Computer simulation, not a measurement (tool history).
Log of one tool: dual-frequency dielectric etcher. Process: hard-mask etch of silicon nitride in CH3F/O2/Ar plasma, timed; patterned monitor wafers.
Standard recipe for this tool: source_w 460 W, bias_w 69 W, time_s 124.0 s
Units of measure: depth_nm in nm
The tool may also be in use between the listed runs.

run   hour  source_w  bias_w  time_s  wafers since the last listed run  hours since the last wet clean  hours since the last source power generator calibration  hours since the last bias power generator calibration  hours since the last upper electrode change  hours since the gauge calibration  read-back reference wafer on the same gauge, depth_nm  depth_nm
  1    0.0       460      69   124.0                                 0                           173.0                                                   2015.0                                                 2261.4                                       4975.4                              129.5                                                   85.6      94.5
  2   25.3       460      69   124.0                               191                           198.3                                                   2040.3                                                 2286.7                                       5000.7                              154.8                                                   85.6      94.7
  3   43.0       460      69   124.0                               133                           216.0                                                   2058.0                                                 2304.4                                       5018.4                              172.5                                                   85.6      94.2
  4   64.7       460      69   124.0                               164                           237.7                                                   2079.7                                                 2326.1                                       5040.1                              194.2                                                   85.6      94.0
  5   92.3       460      69   133.5                               208                           265.3                                                   2107.3                                                 2353.7                                       5067.7                              221.8                                                   85.6     101.7
  6  112.2       460      73   124.0                               150                           285.2                                                   2127.2                                                 2373.6                                       5087.6                              241.7                                                   85.6      95.4
  7  141.7       460      73   124.0                               222                           314.7                                                   2156.7                                                 2403.1                                       5117.1                              271.2                                                   85.6      95.4
  8  166.4       460      73   124.0                               186                           339.4                                                   2181.4                                                 2427.8                                       5141.8                              295.9                                                   85.6      96.1
     191.5  -- bias power generator calibrated
     199.0  -- gauge calibrated
     201.4  -- wet clean of the chamber
  9  201.9       460      69   124.0                               163                             0.5                                                   2216.9                                                   10.4                                       5177.3                                2.9                                                   85.7      94.3
 10  205.1       460      69   124.0                                24                             3.7                                                   2220.1                                                   13.6                                       5180.5                                6.1                                                   85.6      94.1
     247.3  -- upper electrode replaced
 11  247.8       460      69   124.0                               141                            46.4                                                   2262.8                                                   56.3                                          0.5                               48.8                                                   85.6      94.7
 12  264.2       420      69   158.0                               123                            62.8                                                   2279.2                                                   72.7                                         16.9                               65.2                                                   85.6     116.4
 13  291.0       350      63   101.5                               202                            89.6                                                   2306.0                                                   99.5                                         43.7                               92.0                                                   85.6      68.4
 14  318.9       560      62   124.0                               210                           117.5                                                   2333.9                                                  127.4                                         71.6                              119.9                                                   85.6      97.5
     329.8  -- source power generator calibrated
 15  334.4       460      69   124.0                                86                           133.0                                                      4.6                                                  142.9                                         87.1                              135.4                                                   85.6      94.1
 16  373.3       410      57   155.0                               294                           171.9                                                     43.5                                                  181.8                                        126.0                              174.3                                                   85.6     107.9
 17  386.7       460      69   124.0                               101                           185.3                                                     56.9                                                  195.2                                        139.4                              187.7                                                   85.6      94.4
 18  419.1       460      82    98.0                               244                           217.7                                                     89.3                                                  227.6                                        171.8                              220.1                                                   85.6      78.2
 19  445.7       460      53   124.0                               201                           244.3                                                    115.9                                                  254.2                                        198.4                              246.7                                                   85.6      88.1
 20  460.4       460      54   105.0                               111                           259.0                                                    130.6                                                  268.9                                        213.1                              261.4                                                   85.6      74.3

Consider 3 possible next runs. They are alternatives, not a sequence: every one starts from the tool as it was left by run 20. What does each give?
  A  460.9       460      69   124.0                                 3                           259.5                                                    131.1                                                  269.4                                        213.6                              261.9                                                      ?         ?
  B  460.9       540      59   124.0                                 3                           259.5                                                    131.1                                                  269.4                                        213.6                              261.9                                                      ?         ?
  C  460.9       460      61    92.5                                 3                           259.5                                                    131.1                                                  269.4                                        213.6                              261.9                                                      ?         ?

run  read-back reference wafer on the same gauge, depth_nm  depth_nm
  A                                                   85.6      94.2
  B                                                   85.6      95.0
  C                                                   85.6      67.8
Take away the tool's hidden state, keep each run's random variation, and the runs would have read:
run  depth_nm
  A      94.2
  B      95.0
  C      67.8
